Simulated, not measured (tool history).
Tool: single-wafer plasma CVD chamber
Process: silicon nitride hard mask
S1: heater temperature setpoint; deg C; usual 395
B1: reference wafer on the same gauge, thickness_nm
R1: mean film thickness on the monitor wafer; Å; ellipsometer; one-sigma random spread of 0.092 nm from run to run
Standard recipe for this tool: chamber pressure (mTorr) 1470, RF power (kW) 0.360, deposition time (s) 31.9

{"run": 1, "day": 0.0, "S1": 395, "chamber pressure (mTorr)": 1470, "RF power (kW)": 0.36, "deposition time (s)": 35.1, "B1": 43.657, "R1": 427.92}
{"run": 2, "day": 0.646, "S1": 395, "chamber pressure (mTorr)": 1470, "RF power (kW)": 0.36, "deposition time (s)": 35.1, "B1": 43.711, "R1": 427.08}
{"run": 3, "day": 1.425, "S1": 395, "chamber pressure (mTorr)": 1470, "RF power (kW)": 0.36, "deposition time (s)": 35.1, "B1": 43.707, "R1": 425.81}
{"run": 4, "day": 1.967, "S1": 395, "chamber pressure (mTorr)": 1470, "RF power (kW)": 0.36, "deposition time (s)": 31.9, "B1": 43.656, "R1": 389.74}
{"run": 5, "day": 2.771, "S1": 395, "chamber pressure (mTorr)": 1470, "RF power (kW)": 0.36, "deposition time (s)": 31.9, "B1": 43.7, "R1": 387.72}
{"day": 3.121, "done": "thermocouple changed; heater temperature recalibrated"}
{"run": 6, "day": 3.808, "S1": 395, "chamber pressure (mTorr)": 1470, "RF power (kW)": 0.36, "deposition time (s)": 31.9, "B1": 43.681, "R1": 389.33}
{"run": 7, "day": 5.004, "S1": 395, "chamber pressure (mTorr)": 1610, "RF power (kW)": 0.36, "deposition time (s)": 31.9, "B1": 43.734, "R1": 398.75}
{"run": 8, "day": 6.233, "S1": 395, "chamber pressure (mTorr)": 1470, "RF power (kW)": 0.36, "deposition time (s)": 31.9, "B1": 43.711, "R1": 388.49}
{"run": 9, "day": 7.242, "S1": 395, "chamber pressure (mTorr)": 1470, "RF power (kW)": 0.36, "deposition time (s)": 31.9, "B1": 43.73, "R1": 388.74}
{"run": 10, "day": 7.825, "S1": 395, "chamber pressure (mTorr)": 1470, "RF power (kW)": 0.36, "deposition time (s)": 29.2, "B1": 43.748, "R1": 356.43}
{"run": 11, "day": 11.379, "S1": 392, "chamber pressure (mTorr)": 1470, "RF power (kW)": 0.415, "deposition time (s)": 31.9, "B1": 43.701, "R1": 433.57}
{"run": 12, "day": 12.475, "S1": 395, "chamber pressure (mTorr)": 1470, "RF power (kW)": 0.36, "deposition time (s)": 31.9, "B1": 43.713, "R1": 386.84}
{"day": 13.992, "done": "showerhead replaced"}
{"run": 13, "day": 14.012, "S1": 404, "chamber pressure (mTorr)": 1800, "RF power (kW)": 0.325, "deposition time (s)": 33.8, "B1": 43.689, "R1": 391.81}
{"run": 14, "day": 14.45, "S1": 395, "chamber pressure (mTorr)": 1470, "RF power (kW)": 0.36, "deposition time (s)": 31.9, "B1": 43.729, "R1": 387.01}
{"day": 14.808, "done": "capacitance manometer re-zeroed and calibrated"}
{"run": 15, "day": 15.262, "S1": 400, "chamber pressure (mTorr)": 1470, "RF power (kW)": 0.36, "deposition time (s)": 31.9, "B1": 43.683, "R1": 379.52}
{"run": 16, "day": 15.808, "S1": 380, "chamber pressure (mTorr)": 1470, "RF power (kW)": 0.29, "deposition time (s)": 31.9, "B1": 43.712, "R1": 314.01}
{"run": 17, "day": 16.871, "S1": 395, "chamber pressure (mTorr)": 1470, "RF power (kW)": 0.36, "deposition time (s)": 31.9, "B1": 43.747, "R1": 383.6}
{"run": 18, "day": 18.238, "S1": 395, "chamber pressure (mTorr)": 1370, "RF power (kW)": 0.36, "deposition time (s)": 27.9, "B1": 43.72, "R1": 325.54}
{"run": 19, "day": 19.154, "S1": 395, "chamber pressure (mTorr)": 1470, "RF power (kW)": 0.36, "deposition time (s)": 35.2, "B1": 43.681, "R1": 420.16}
{"day": 19.712, "done": "RF generator calibrated"}
{"run": 20, "day": 19.85, "S1": 405, "chamber pressure (mTorr)": 1470, "RF power (kW)": 0.36, "deposition time (s)": 31.9, "B1": 43.734, "R1": 390.74}
{"day": 20.858, "done": "gauge calibrated"}
{"run": 21, "day": 21.342, "S1": 395, "chamber pressure (mTorr)": 1590, "RF power (kW)": 0.36, "deposition time (s)": 35.4, "B1": 43.663, "R1": 445.81}
{"run": 22, "day": 22.146, "S1": 401, "chamber pressure (mTorr)": 1630, "RF power (kW)": 0.41, "deposition time (s)": 25.5, "B1": 43.672, "R1": 357.31}
{"run": 23, "day": 23.371, "S1": 389, "chamber pressure (mTorr)": 1640, "RF power (kW)": 0.32, "deposition time (s)": 37.6, "B1": 43.709, "R1": 430.62}
{"run": 24, "day": 24.696, "S1": 408, "chamber pressure (mTorr)": 1470, "RF power (kW)": 0.295, "deposition time (s)": 34.3, "B1": 43.748, "R1": 347.19}
{"run": 25, "day": 25.746, "S1": 395, "chamber pressure (mTorr)": 1470, "RF power (kW)": 0.39, "deposition time (s)": 31.9, "B1": 43.737, "R1": 419.57}
{"run": 26, "day": 26.354, "S1": 395, "chamber pressure (mTorr)": 1470, "RF power (kW)": 0.36, "deposition time (s)": 31.9, "B1": 43.726, "R1": 392.0}
{"run": 27, "day": 27.708, "S1": 395, "chamber pressure (mTorr)": 1470, "RF power (kW)": 0.36, "deposition time (s)": 33.9, "B1": 43.665, "R1": 416.86}
{"run": 28, "day": 28.438, "S1": 395, "chamber pressure (mTorr)": 1470, "RF power (kW)": 0.315, "deposition time (s)": 31.9, "B1": 43.697, "R1": 347.14}
{"run": 29, "day": 29.254, "S1": 395, "chamber pressure (mTorr)": 1190, "RF power (kW)": 0.36, "deposition time (s)": 27.7, "B1": 43.73, "R1": 321.05}
{"run": 30, "day": 30.633, "S1": 392, "chamber pressure (mTorr)": 1470, "RF power (kW)": 0.415, "deposition time (s)": 31.9, "B1": 43.688, "R1": 440.67}

Predict each of these 3 candidate next runs independently; none follows another, all start after run 30:
{"run": "A", "day": 30.65, "S1": 395, "chamber pressure (mTorr)": 1260, "RF power (kW)": 0.36, "deposition time (s)": 31.9, "B1": "?", "R1": "?"}
{"run": "B", "day": 30.65, "S1": 403, "chamber pressure (mTorr)": 1270, "RF power (kW)": 0.405, "deposition time (s)": 31.9, "B1": "?", "R1": "?"}
{"run": "C", "day": 30.65, "S1": 402, "chamber pressure (mTorr)": 1470, "RF power (kW)": 0.36, "deposition time (s)": 31.9, "B1": "?", "R1": "?"}

run=A B1=43.686 R1=374.31
run=B B1=43.686 R1=411.42
run=C B1=43.686 R1=390.18
Take away the tool's hidden state, keep each run's random variation, and the runs would have read:
run=A R1=375.70
run=B R1=412.83
run=C R1=391.64
